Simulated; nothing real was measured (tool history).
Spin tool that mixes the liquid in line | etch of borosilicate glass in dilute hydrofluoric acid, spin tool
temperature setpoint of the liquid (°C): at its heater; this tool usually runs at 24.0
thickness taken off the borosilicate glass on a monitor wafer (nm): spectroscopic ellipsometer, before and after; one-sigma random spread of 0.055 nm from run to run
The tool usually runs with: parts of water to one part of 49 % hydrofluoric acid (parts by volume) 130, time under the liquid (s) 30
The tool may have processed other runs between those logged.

run	day	temperature setpoint of the liquid (°C)	parts of water to one part of 49 % hydrofluoric acid (parts by volume)	time under the liquid (s)	read-back film thickness of the borosilicate glass reference wafer, read on the same gauge (nm)	thickness taken off the borosilicate glass on a monitor wafer (nm)
1	0.000	24.0	130	40	110.00	7.34
2	3.779	24.0	130	40	109.98	7.26
3	6.442	27.0	130	30	109.98	5.94
4	9.892	25.5	130	30	110.02	5.70
5	12.179	24.0	130	30	109.99	5.37
# day 15.108: thermometer replaced
6	15.850	24.0	130	30	110.04	5.29
7	17.396	24.0	130	30	110.04	5.38
8	20.067	24.0	130	30	110.01	5.31
9	24.192	26.0	130	30	110.02	5.73
10	27.838	24.0	130	30	110.00	5.14
11	31.046	24.0	130	30	110.00	5.25
# day 32.612: hydrofluoric acid flow meter replaced
12	34.417	24.0	130	30	109.98	4.68

Estimate the outcome of run 13 from the log above:
# day 38.000: gauge calibrated
13	38.112	27.0	130	30	?	?

Run 13 yielded read-back film thickness of the borosilicate glass reference wafer, read on the same gauge (nm) 110.00, thickness taken off the borosilicate glass on a monitor wafer (nm) 5.31.
Were there no unlogged condition in the tool, this run, its random variation unchanged, would have produced thickness taken off the borosilicate glass on a monitor wafer (nm) 6.47.
